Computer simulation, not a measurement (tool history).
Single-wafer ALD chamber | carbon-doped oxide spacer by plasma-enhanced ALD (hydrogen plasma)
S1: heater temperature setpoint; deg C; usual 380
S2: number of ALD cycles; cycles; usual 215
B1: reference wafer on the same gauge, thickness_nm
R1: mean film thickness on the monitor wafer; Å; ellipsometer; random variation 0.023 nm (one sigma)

run	hour	S1	S2	B1	R1
1	0	380	233	9.806	118.71
2	39	380	233	9.797	118.55
3	137.1	380	233	9.808	118.54
4	178.7	380	240	9.797	122.36
5	251.3	380	240	9.806	122.62
6	349.2	380	240	9.801	122.14
7	526	380	194	9.803	98.72
8	616.4	380	194	9.798	98.3
9	668.2	386	236	9.802	120.34
10	753.6	386	236	9.797	120.2
11	860.4	380	227	9.797	115.93
12	947.9	367	242	9.803	122.81
13	1035	374	215	9.799	109.5
14	1076.3	380	194	9.793	98.99
15	1153.9	380	187	9.793	95.16
16	1195.1	370	235	9.802	119.9
17	1253.9	389	258	9.801	131.47
18	1482.6	380	227	9.804	115.93
19	1533.4	371	231	9.803	117.99
20	1600.5	380	215	9.8	109.61
21	1697.9	387	215	9.809	109.7
22	1803.2	376	257	9.798	131.1

Missing from the log above: 3 entries noted between runs. For each, name the pair of listed runs it sits between and say how the tool's hidden condition differs from the listed run just before to the listed run just after:
Runs 2 to 3: gauge calibrated (hour 65.7)
  the hidden state is the same at both runs
Runs 17 to 18: gauge calibrated (hour 1310.2); thermocouple changed; heater temperature recalibrated (hour 1433.3)
  the hidden state is the same at both runs
